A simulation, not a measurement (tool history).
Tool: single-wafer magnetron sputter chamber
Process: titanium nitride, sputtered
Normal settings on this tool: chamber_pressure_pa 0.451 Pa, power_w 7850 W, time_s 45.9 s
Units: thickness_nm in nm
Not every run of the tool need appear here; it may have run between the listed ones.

| run | hour | chamber_pressure_pa | power_w | time_s | read-back reference wafer on the same gauge, thickness_nm | thickness_nm |
|---|---|---|---|---|---|---|
| 1 | 0.0 | 0.451 | 7850 | 45.9 | 75.606 | 74.184 |
| 2 | 104.9 | 0.451 | 7850 | 45.9 | 75.350 | 74.404 |
| 3 | 189.6 | 0.451 | 7850 | 45.9 | 75.451 | 73.986 |
| 4 | 281.2 | 0.451 | 7850 | 45.9 | 75.350 | 74.065 |
| 5 | 337.2 | 0.451 | 7850 | 45.9 | 75.439 | 74.178 |
| 6 | 444.8 | 0.451 | 7850 | 45.9 | 75.608 | 74.287 |
| 7 | 494.7 | 0.451 | 7850 | 45.9 | 75.677 | 74.012 |
| 8 | 597.6 | 0.572 | 8300 | 45.9 | 75.579 | 75.681 |
| 9 | 865.9 | 0.572 | 8300 | 45.9 | 75.533 | 76.339 |
| 10 | 921.5 | 0.572 | 8300 | 45.9 | 75.499 | 75.250 |
| 11 | 1015.7 | 0.519 | 7850 | 45.9 | 75.371 | 72.226 |
| 12 | 1083.9 | 0.519 | 7850 | 45.9 | 75.325 | 73.178 |
| 13 | 1167.6 | 0.520 | 7850 | 45.9 | 75.178 | 72.323 |
| 14 | 1274.2 | 0.629 | 8450 | 45.9 | 75.368 | 75.971 |
| 15 | 1359.9 | 0.605 | 9550 | 38.4 | 75.432 | 72.088 |
| 16 | 1463.8 | 0.451 | 7850 | 45.9 | 75.374 | 74.708 |
| 17 | 1565.9 | 0.319 | 7850 | 39.1 | 75.278 | 66.977 |
| 18 | 1653.5 | 0.332 | 7850 | 45.9 | 75.593 | 77.550 |
| 19 | 1875.5 | 0.451 | 7850 | 37.7 | 75.374 | 61.988 |
| 20 | 1933.4 | 0.451 | 9500 | 45.9 | 75.452 | 91.616 |
| 21 | 2034.6 | 0.451 | 7850 | 45.9 | 75.550 | 73.333 |
| 22 | 2105.5 | 0.376 | 7200 | 42.9 | 75.370 | 64.230 |
| 23 | 2151.8 | 0.451 | 7850 | 45.9 | 75.322 | 73.430 |
| 24 | 2215.3 | 0.372 | 7850 | 41.6 | 75.439 | 68.173 |
| 25 | 2266.7 | 0.451 | 8850 | 45.9 | 75.308 | 82.008 |
| 26 | 2318.4 | 0.325 | 7850 | 53.2 | 75.516 | 87.943 |
| 27 | 2428.9 | 0.451 | 7850 | 45.9 | 75.279 | 73.569 |
| 28 | 2466.5 | 0.346 | 6700 | 54.6 | 75.250 | 77.516 |
| 29 | 2548.1 | 0.535 | 8950 | 54.8 | 75.390 | 97.024 |
| 30 | 2619.1 | 0.319 | 6600 | 39.8 | 75.538 | 56.583 |
| 31 | 2888.1 | 0.451 | 7850 | 45.9 | 75.368 | 73.730 |
| 32 | 3187.5 | 0.349 | 9150 | 45.9 | 75.435 | 89.518 |
| 33 | 3230.1 | 0.587 | 9150 | 45.9 | 75.490 | 81.833 |
| 34 | 3308.0 | 0.451 | 7250 | 39.7 | 75.414 | 59.230 |
| 35 | 3378.2 | 0.391 | 8350 | 51.8 | 75.241 | 91.788 |
| 36 | 3480.5 | 0.384 | 7300 | 45.9 | 75.134 | 70.400 |

Not shown: 7 entries that the log had between the listed runs. Between which runs, and how does the tool's hidden state differ before and after?
Between runs 2 and 3: sputter target and shields replaced (hour 189.1)
  true argon pressure above the setpoint (%): -9.46 -> -9.97
  difference, measured minus the result without the unlogged condition, thickness_nm: +1.240 -> +1.298 nm
Between runs 11 and 12: magnet pack replaced (hour 1071.7)
  true argon pressure above the setpoint (%): -13.1 -> -13.2
  difference, measured minus the result without the unlogged condition, thickness_nm: +1.906 -> +1.954 nm
Between runs 12 and 13: sputter target and shields replaced (hour 1104.5)
  true argon pressure above the setpoint (%): -13.2 -> -13.4
  difference, measured minus the result without the unlogged condition, thickness_nm: +1.954 -> +1.960 nm
Between runs 15 and 16: gauge calibrated (hour 1422.0)
  true argon pressure above the setpoint (%): -13.7 -> -13.9
  difference, measured minus the result without the unlogged condition, thickness_nm: +2.318 -> +1.823 nm
Between runs 19 and 20: sputter target and shields replaced (hour 1904.8)
  no difference in the tool's unlogged condition between these two runs
  difference, measured minus the result without the unlogged condition, thickness_nm: +1.564 -> +2.320 nm
Between runs 20 and 21: capacitance manometer re-zeroed and calibrated (hour 2012.2)
  true argon pressure above the setpoint (%): -14.4 -> 1.51
  difference, measured minus the result without the unlogged condition, thickness_nm: +2.320 -> -0.197 nm
Between runs 30 and 31: sputter target and shields replaced (hour 2727.9)
  true argon pressure above the setpoint (%): -5.73 -> -7.8
  difference, measured minus the result without the unlogged condition, thickness_nm: +0.401 -> +1.014 nm
